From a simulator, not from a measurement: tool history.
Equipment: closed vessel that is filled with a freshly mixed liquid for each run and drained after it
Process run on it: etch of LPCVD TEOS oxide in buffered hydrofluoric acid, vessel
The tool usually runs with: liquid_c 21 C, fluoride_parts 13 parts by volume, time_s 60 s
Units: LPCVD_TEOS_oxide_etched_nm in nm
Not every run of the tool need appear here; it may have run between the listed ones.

run    hour  liquid_c  fluoride_parts  time_s  wafers since the last listed run  hours since the thermometer was replaced  hours since the hydrofluoric acid flow meter was replaced  hours since the gauge calibration  read-back film thickness of the LPCVD TEOS oxide reference wafer, read on the same gauge (nm)  LPCVD_TEOS_oxide_etched_nm
  1       0        21              13      60                                 0                                     321.5                                                     1601.4                               46.1                                                                                          79.98                      168.93
  2    32.3        21              13      60                              4579                                     353.8                                                     1633.7                               78.4                                                                                          79.96                      169.14
  3    96.4        21              13      60                              9087                                     417.9                                                     1697.8                              142.5                                                                                          80.06                       169.5
  4   192.1        21              13      60                             13567                                     513.6                                                     1793.5                              238.2                                                                                             80                      169.31
  5   257.1        21              13      60                              9215                                     578.6                                                     1858.5                              303.2                                                                                          80.05                      169.39
  6   304.6        21              13      40                              6734                                     626.1                                                       1906                              350.7                                                                                             80                      113.45
  7   358.2        21              13      40                              7598                                     679.7                                                     1959.6                              404.3                                                                                          80.01                      113.68
  8   405.1        21              13      40                              6649                                     726.6                                                     2006.5                              451.2                                                                                          80.02                      113.74
  9   448.9        21              13      60                              6209                                     770.4                                                     2050.3                                495                                                                                          80.02                       170.8
 10   484.5        21              13      60                              5047                                       806                                                     2085.9                              530.6                                                                                          79.99                      168.39
 11   540.6        21              13      60                              7953                                     862.1                                                       2142                              586.7                                                                                          80.01                      169.98
 12   580.2        21              13      60                              5614                                     901.7                                                     2181.6                              626.3                                                                                          80.03                      170.19
      593.1  -- thermometer replaced
 13   637.1        21              13      60                              7924                                        44                                                     2238.5                              683.2                                                                                             80                       163.7
 14     701        21              13      60                              9059                                     107.9                                                     2302.4                              747.1                                                                                          80.02                      163.52
 15   729.6        21              13      60                              4054                                     136.5                                                       2331                              775.7                                                                                             80                      165.98
 16   778.8      17.5               9      60                              6975                                     185.7                                                     2380.2                              824.9                                                                                             80                      193.33
 17   828.9      25.5              13      60                              7102                                     235.8                                                     2430.3                                875                                                                                             80                      211.08
      844.2  -- hydrofluoric acid flow meter replaced
      846.8  -- gauge calibrated
 18   885.1      17.5               9      35                              7825                                       292                                                       40.9                               38.3                                                                                             80                      116.22
 19   915.1      22.5              11      60                              4253                                       322                                                       70.9                               68.3                                                                                          79.94                      222.93
 20     953        21            14.5      60                              5373                                     359.9                                                      108.8                              106.2                                                                                          80.04                      159.13
 21    1020        21               8      60                              9498                                     426.9                                                      175.8                              173.2                                                                                          80.02                      277.59
 22  1069.7        21              11      60                              7046                                     476.6                                                      225.5                              222.9                                                                                          79.94                      207.41
 23  1103.1        17            10.5      30                              4735                                       510                                                      258.9                              256.3                                                                                          79.96                       86.95
 24  1140.4        21              13      60                              5288                                     547.3                                                      296.2                              293.6                                                                                          79.99                       177.7
 25  1173.3        21              13      60                              4664                                     580.2                                                      329.1                              326.5                                                                                          80.03                      176.07
 26  1232.6      25.5            15.5      90                              8406                                     639.5                                                      388.4                              385.8                                                                                          80.01                         285
 27  1291.7        21              13      60                              8378                                     698.6                                                      447.5                              444.9                                                                                          80.01                      176.97

The tool's hidden state at each run:
gauge reads high (%): 0, the same for each run
H1: liquid hotter than its thermometer reads (K)
H2: hydrofluoric acid flow below the setpoint (%)
run     H1     H2
  1  0.348   4.43
  2  0.375   4.51
  3   0.43   4.66
  4  0.511    4.9
  5  0.566   5.06
  6  0.606   5.18
  7  0.652   5.31
  8  0.692   5.42
  9  0.729   5.53
 10  0.759   5.62
 11  0.807   5.76
 12  0.841   5.85
 13  0.091   5.99
 14  0.145   6.15
 15   0.17   6.22
 16  0.211   6.34
 17  0.254   6.46
 18  0.302  0.116
 19  0.327   0.19
 20  0.359  0.283
 21  0.416  0.447
 22  0.458  0.569
 23  0.487  0.651
 24  0.518  0.743
 25  0.546  0.824
 26  0.597  0.969
 27  0.647   1.11
